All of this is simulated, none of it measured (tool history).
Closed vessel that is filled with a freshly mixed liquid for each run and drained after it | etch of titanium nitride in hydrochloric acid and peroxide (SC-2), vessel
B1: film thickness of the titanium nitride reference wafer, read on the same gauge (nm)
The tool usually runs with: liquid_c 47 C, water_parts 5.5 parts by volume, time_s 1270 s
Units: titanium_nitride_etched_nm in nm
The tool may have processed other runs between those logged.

run 1 hour=0 | liquid_c=47 water_parts=5.5 time_s=1270 | B1=50.04 | titanium_nitride_etched_nm=34.02
run 2 hour=48.7 | liquid_c=47 water_parts=5.5 time_s=1270 | B1=50.04 | titanium_nitride_etched_nm=33.93
run 3 hour=88.3 | liquid_c=47 water_parts=5.5 time_s=1270 | B1=50.01 | titanium_nitride_etched_nm=34.04
run 4 hour=135.9 | liquid_c=43 water_parts=5 time_s=1270 | B1=49.97 | titanium_nitride_etched_nm=27.95
run 5 hour=203.4 | liquid_c=47 water_parts=5.5 time_s=1270 | B1=50 | titanium_nitride_etched_nm=33.77
run 6 hour=298.8 | liquid_c=47 water_parts=5.5 time_s=1270 | B1=49.96 | titanium_nitride_etched_nm=33.9
run 7 hour=369.5 | liquid_c=41.5 water_parts=5.5 time_s=1270 | B1=50.04 | titanium_nitride_etched_nm=23.21
run 8 hour=438.7 | liquid_c=41.5 water_parts=5.5 time_s=1270 | B1=50.01 | titanium_nitride_etched_nm=22.73
run 9 hour=476.7 | liquid_c=41 water_parts=5.5 time_s=1270 | B1=50.03 | titanium_nitride_etched_nm=22.01
run 10 hour=525.5 | liquid_c=41 water_parts=5.5 time_s=1270 | B1=49.99 | titanium_nitride_etched_nm=21.92
run 11 hour=587.1 | liquid_c=42.5 water_parts=4.5 time_s=1270 | B1=49.98 | titanium_nitride_etched_nm=31.37
run 12 hour=630.2 | liquid_c=55 water_parts=6.5 time_s=815 | B1=49.99 | titanium_nitride_etched_nm=35.43
run 13 hour=674.8 | liquid_c=44 water_parts=4 time_s=1515 | B1=50.03 | titanium_nitride_etched_nm=44.63
run 14 hour=719.3 | liquid_c=40.5 water_parts=4 time_s=1635 | B1=50.02 | titanium_nitride_etched_nm=37.6
run 15 hour=764.1 | liquid_c=47 water_parts=5.5 time_s=1270 | B1=50.04 | titanium_nitride_etched_nm=36.89
run 16 hour=816.6 | liquid_c=41.5 water_parts=4.5 time_s=1960 | B1=49.98 | titanium_nitride_etched_nm=44.42
run 17 hour=883 | liquid_c=43.5 water_parts=6.5 time_s=1270 | B1=50.04 | titanium_nitride_etched_nm=25.74
run 18 hour=926.2 | liquid_c=41 water_parts=5.5 time_s=1270 | B1=49.98 | titanium_nitride_etched_nm=23.86
run 19 hour=954.2 | liquid_c=47 water_parts=5.5 time_s=1270 | B1=49.97 | titanium_nitride_etched_nm=36.48
run 20 hour=1015.4 | liquid_c=47 water_parts=6.5 time_s=910 | B1=50.03 | titanium_nitride_etched_nm=22.57

Missing from the log above: 5 entries noted between runs. For each, name the pair of listed runs it sits between and say how the tool's hidden condition differs from the listed run just before to the listed run just after:
From run 5 to run 6: chemicals flow meter replaced (hour 217.9)
  liquid colder than its thermometer reads (K): 1.46 -> 1.53
  measured value less the no-hidden-state value, titanium_nitride_etched_nm: -3.54 -> -3.73 nm
From run 9 to run 10: gauge calibrated (hour 480)
  liquid colder than its thermometer reads (K): 1.67 -> 1.71
  measured value less the no-hidden-state value, titanium_nitride_etched_nm: -2.77 -> -2.83 nm
From run 10 to run 11: thermometer replaced (hour 558.4)
  liquid colder than its thermometer reads (K): 1.71 -> 0.22
  measured value less the no-hidden-state value, titanium_nitride_etched_nm: -2.83 -> -0.48 nm
From run 15 to run 16: chemicals flow meter replaced (hour 768.9); new drum of peroxide connected (hour 806.3)
  liquid colder than its thermometer reads (K): 0.359 -> 0.4
  measured value less the no-hidden-state value, titanium_nitride_etched_nm: -0.91 -> -1.27 nm
